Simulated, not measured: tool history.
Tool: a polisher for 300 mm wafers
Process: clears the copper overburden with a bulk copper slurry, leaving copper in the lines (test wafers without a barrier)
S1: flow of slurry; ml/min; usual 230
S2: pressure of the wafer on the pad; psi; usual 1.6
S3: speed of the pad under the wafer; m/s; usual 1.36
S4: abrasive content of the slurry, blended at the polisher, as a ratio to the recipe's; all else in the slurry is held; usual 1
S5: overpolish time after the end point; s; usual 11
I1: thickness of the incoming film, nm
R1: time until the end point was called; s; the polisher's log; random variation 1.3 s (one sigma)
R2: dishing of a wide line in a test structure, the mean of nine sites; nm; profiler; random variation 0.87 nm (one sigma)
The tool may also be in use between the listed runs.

| run | hour | S1 | S2 | S3 | S4 | S5 | I1 | R1 | R2 |
|---|---|---|---|---|---|---|---|---|---|
| 1 | 0 | 230 | 1.3 | 1.36 | 1 | 11 | 544.9 | 121.7 | 31.5 |
| 2 | 17.3 | 230 | 1.6 | 1.36 | 1.05 | 15 | 553.1 | 98.6 | 45.1 |
| 3 | 34.5 | 230 | 1.6 | 1.36 | 1.05 | 15 | 536.4 | 98.1 | 46.4 |
| 4 | 49.2 | 230 | 1.6 | 1.36 | 1.05 | 15 | 547.3 | 101.1 | 46.6 |
| 5 | 57.4 | 230 | 1.6 | 1.36 | 1 | 11 | 541.2 | 100.5 | 36.5 |
| 6 | 71.8 | 230 | 1.6 | 1.36 | 1 | 11 | 555.2 | 102 | 37.6 |
|  | 73.9 | head pressure recalibrated |
|  | 77.4 | worn pad replaced by a new one |
| 7 | 84 | 230 | 1.6 | 1.36 | 1 | 11 | 533.7 | 101.1 | 35.5 |
| 8 | 101.6 | 230 | 1.6 | 1.04 | 0.75 | 11 | 546.3 | 130.8 | 31 |
| 9 | 113.8 | 230 | 1.6 | 1.36 | 1 | 8 | 551.7 | 110.8 | 28.1 |
|  | 117.6 | slurry blender recalibrated |
|  | 124.3 | slurry nozzle cleaned |
| 10 | 126.3 | 230 | 1.3 | 0.88 | 1 | 15 | 540.7 | 138.6 | 36.4 |
| 11 | 173.5 | 230 | 1.2 | 1.36 | 1.1 | 11 | 551.4 | 120.9 | 32.6 |
| 12 | 188.4 | 230 | 1.6 | 1.36 | 1.2 | 16 | 553.1 | 93.2 | 53.3 |
|  | 196.4 | worn pad replaced by a new one |
| 13 | 197.8 | 230 | 1.6 | 1.36 | 1 | 11 | 555.9 | 97.3 | 39.2 |
| 14 | 209.2 | 230 | 1.6 | 1.36 | 1.05 | 15 | 552 | 96.6 | 50.1 |
| 15 | 222.9 | 230 | 2.1 | 1.84 | 0.75 | 11 | 537.2 | 64.3 | 51.1 |
| 16 | 230.8 | 230 | 1.6 | 1.36 | 1.05 | 15 | 548.9 | 93.7 | 47.2 |
| 17 | 248.8 | 230 | 1.6 | 1.36 | 1 | 11 | 540.7 | 97.7 | 37 |
| 18 | 259 | 160 | 1 | 1.36 | 0.8 | 14 | 545.7 | 178.3 | 28.4 |
| 19 | 270.1 | 230 | 1.9 | 1.36 | 1 | 6 | 537 | 83.6 | 27.7 |
| 20 | 278.8 | 230 | 1.6 | 1.36 | 1 | 11 | 550.3 | 102.3 | 38.1 |
| 21 | 292 | 230 | 1.6 | 1.6 | 1 | 7 | 548 | 91.4 | 28.4 |
| 22 | 303 | 165 | 1.6 | 1.82 | 0.75 | 7 | 544.5 | 96.5 | 26.3 |
|  | 308.9 | worn pad replaced by a new one |
| 23 | 315.7 | 180 | 1.8 | 1.54 | 1.1 | 11 | 543.9 | 89.9 | 41.4 |
| 24 | 327.1 | 230 | 1.6 | 0.9 | 0.75 | 8 | 545.6 | 138.8 | 23.1 |
| 25 | 336.5 | 230 | 1 | 1.36 | 1 | 17 | 537.7 | 167.3 | 34.2 |
| 26 | 344.6 | 270 | 1.1 | 1.68 | 1 | 5 | 548.1 | 130.8 | 15.3 |
|  | 362.9 | slurry nozzle cleaned |
| 27 | 363.5 | 230 | 1.6 | 1.36 | 1 | 11 | 552.5 | 97.7 | 39.3 |
| 28 | 381.4 | 230 | 2 | 1.36 | 1 | 4 | 553.5 | 79 | 20.6 |

Forecast each of these 4 alternatives for the next run:
| A | 381.8 | 230 | 1.6 | 1.36 | 1 | 11 | 551.7 | ? | ? |
| B | 381.8 | 230 | 1.1 | 1.62 | 0.7 | 9 | 551.7 | ? | ? |
| C | 381.8 | 210 | 1.6 | 1.74 | 1.2 | 6 | 551.7 | ? | ? |
| D | 381.8 | 150 | 1.6 | 1.36 | 1 | 6 | 551.7 | ? | ? |

| run | R1 | R2 |
|---|---|---|
| A | 96.6 | 39 |
| B | 134.8 | 25.3 |
| C | 80.7 | 28.2 |
| D | 104.4 | 22.8 |
Without the tool's hidden state the same runs would have given:
| run | R1 | R2 |
|---|---|---|
| A | 87.3 | 41.9 |
| B | 122.3 | 27.4 |
| C | 72.7 | 30.7 |
| D | 93.6 | 25 |

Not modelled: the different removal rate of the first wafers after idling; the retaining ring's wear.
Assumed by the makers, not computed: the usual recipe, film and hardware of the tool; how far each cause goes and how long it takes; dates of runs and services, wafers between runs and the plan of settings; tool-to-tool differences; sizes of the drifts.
